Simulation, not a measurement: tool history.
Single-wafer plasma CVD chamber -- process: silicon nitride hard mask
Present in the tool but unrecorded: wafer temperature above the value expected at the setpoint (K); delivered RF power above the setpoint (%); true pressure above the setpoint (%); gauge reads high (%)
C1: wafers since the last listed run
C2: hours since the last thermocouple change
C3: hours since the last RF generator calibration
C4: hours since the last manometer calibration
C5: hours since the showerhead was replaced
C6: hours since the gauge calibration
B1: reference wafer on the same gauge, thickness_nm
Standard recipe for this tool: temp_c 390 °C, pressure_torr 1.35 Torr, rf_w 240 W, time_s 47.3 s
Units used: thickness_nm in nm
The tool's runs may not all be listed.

Run 1, hour 0.0: usual settings but temp_c 401 °C, pressure_torr 1.27 Torr; C1 0; C2 732.4; C3 2229.9; C4 2268.1; C5 7086.4; C6 528.2; B1 42.032. Result: thickness_nm 44.358 nm.
Run 2, hour 28.7: usual settings but temp_c 399 °C; C1 847; C2 761.1; C3 2258.6; C4 2296.8; C5 7115.1; C6 556.9; B1 42.008. Result: thickness_nm 45.387 nm.
Run 3, hour 64.5: usual settings; C1 1057; C2 796.9; C3 2294.4; C4 2332.6; C5 7150.9; C6 592.7; B1 41.952. Result: thickness_nm 45.642 nm.
Run 4, hour 102.5: usual settings; C1 1122; C2 834.9; C3 2332.4; C4 2370.6; C5 7188.9; C6 630.7; B1 41.988. Result: thickness_nm 45.795 nm.
Run 5, hour 128.1: usual settings; C1 755; C2 860.5; C3 2358.0; C4 2396.2; C5 7214.5; C6 656.3; B1 41.991. Result: thickness_nm 45.460 nm.
Run 6, hour 191.7: usual settings; C1 1877; C2 924.1; C3 2421.6; C4 2459.8; C5 7278.1; C6 719.9; B1 41.990. Result: thickness_nm 45.211 nm.
Run 7, hour 236.1: usual settings but temp_c 402 °C, rf_w 250 W; C1 1311; C2 968.5; C3 2466.0; C4 2504.2; C5 7322.5; C6 764.3; B1 41.990. Result: thickness_nm 46.414 nm.
At hour 278.3: gauge calibrated.
Run 8, hour 295.0: usual settings but temp_c 402 °C, rf_w 250 W; C1 1739; C2 1027.4; C3 2524.9; C4 2563.1; C5 7381.4; C6 16.7; B1 42.003. Result: thickness_nm 46.192 nm.
At hour 337.1: thermocouple changed; heater temperature recalibrated.
Run 9, hour 337.6: usual settings but temp_c 402 °C, rf_w 250 W; C1 1021; C2 0.5; C3 2567.5; C4 2605.7; C5 7424.0; C6 59.3; B1 41.987. Result: thickness_nm 46.183 nm.
At hour 354.7: capacitance manometer re-zeroed and calibrated.
At hour 362.0: showerhead replaced.
Run 10, hour 362.5: usual settings but temp_c 382 °C, rf_w 270 W; C1 284; C2 25.4; C3 2592.4; C4 7.8; C5 0.5; C6 84.2; B1 41.993. Result: thickness_nm 50.830 nm.
Run 11, hour 431.5: usual settings but temp_c 380 °C; C1 2037; C2 94.4; C3 2661.4; C4 76.8; C5 69.5; C6 153.2; B1 42.013. Result: thickness_nm 46.790 nm.
At hour 489.8: RF generator calibrated.
Run 12, hour 490.3: usual settings but temp_c 397 °C, pressure_torr 1.46 Torr, rf_w 285 W, time_s 40.6 s; C1 1500; C2 153.2; C3 0.5; C4 135.6; C5 128.3; C6 212.0; B1 42.016. Result: thickness_nm 45.745 nm.
Run 13, hour 525.7: usual settings; C1 1045; C2 188.6; C3 35.9; C4 171.0; C5 163.7; C6 247.4; B1 42.009. Result: thickness_nm 46.718 nm.
Run 14, hour 597.5: usual settings but time_s 41.5 s; C1 2120; C2 260.4; C3 107.7; C4 242.8; C5 235.5; C6 319.2; B1 41.963. Result: thickness_nm 40.792 nm.
Run 15, hour 664.6: usual settings but temp_c 398 °C, pressure_torr 1.59 Torr, rf_w 285 W, time_s 43.3 s; C1 1981; C2 327.5; C3 174.8; C4 309.9; C5 302.6; C6 386.3; B1 41.965. Result: thickness_nm 50.354 nm.
Run 16, hour 695.6: usual settings but temp_c 400 °C, rf_w 285 W; C1 915; C2 358.5; C3 205.8; C4 340.9; C5 333.6; C6 417.3; B1 42.027. Result: thickness_nm 51.823 nm.
Run 17, hour 766.4: usual settings but temp_c 400 °C, time_s 50.3 s; C1 2090; C2 429.3; C3 276.6; C4 411.7; C5 404.4; C6 488.1; B1 42.007. Result: thickness_nm 49.048 nm.
Run 18, hour 819.7: usual settings; C1 1573; C2 482.6; C3 329.9; C4 465.0; C5 457.7; C6 541.4; B1 42.006. Result: thickness_nm 46.212 nm.

Below are 5 alternative next runs, each starting from the tool's condition after run 18. Predict each:
Run A, hour 820.1: usual settings but temp_c 400 °C; C1 11; C2 483.0; C3 330.3; C4 465.4; C5 458.1; C6 541.8; B1 ?. Result: thickness_nm ?.
Run B, hour 820.1: usual settings but time_s 44.5 s; C1 11; C2 483.0; C3 330.3; C4 465.4; C5 458.1; C6 541.8; B1 ?. Result: thickness_nm ?.
Run C, hour 820.1: usual settings but temp_c 400 °C, pressure_torr 1.64 Torr, rf_w 195 W, time_s 39.9 s; C1 11; C2 483.0; C3 330.3; C4 465.4; C5 458.1; C6 541.8; B1 ?. Result: thickness_nm ?.
Run D, hour 820.1: usual settings but temp_c 384 °C, rf_w 260 W; C1 11; C2 483.0; C3 330.3; C4 465.4; C5 458.1; C6 541.8; B1 ?. Result: thickness_nm ?.
Run E, hour 820.1: usual settings but temp_c 379 °C; C1 11; C2 483.0; C3 330.3; C4 465.4; C5 458.1; C6 541.8; B1 ?. Result: thickness_nm ?.

run      B1  thickness_nm
  A  41.989        46.188
  B  41.989        43.670
  C  41.989        35.998
  D  41.989        49.116
  E  41.989        46.653
Without the tool's unlogged condition, the same runs would have read:
run  thickness_nm
  A        46.405
  B        43.876
  C        36.149
  D        49.347
  E        46.872

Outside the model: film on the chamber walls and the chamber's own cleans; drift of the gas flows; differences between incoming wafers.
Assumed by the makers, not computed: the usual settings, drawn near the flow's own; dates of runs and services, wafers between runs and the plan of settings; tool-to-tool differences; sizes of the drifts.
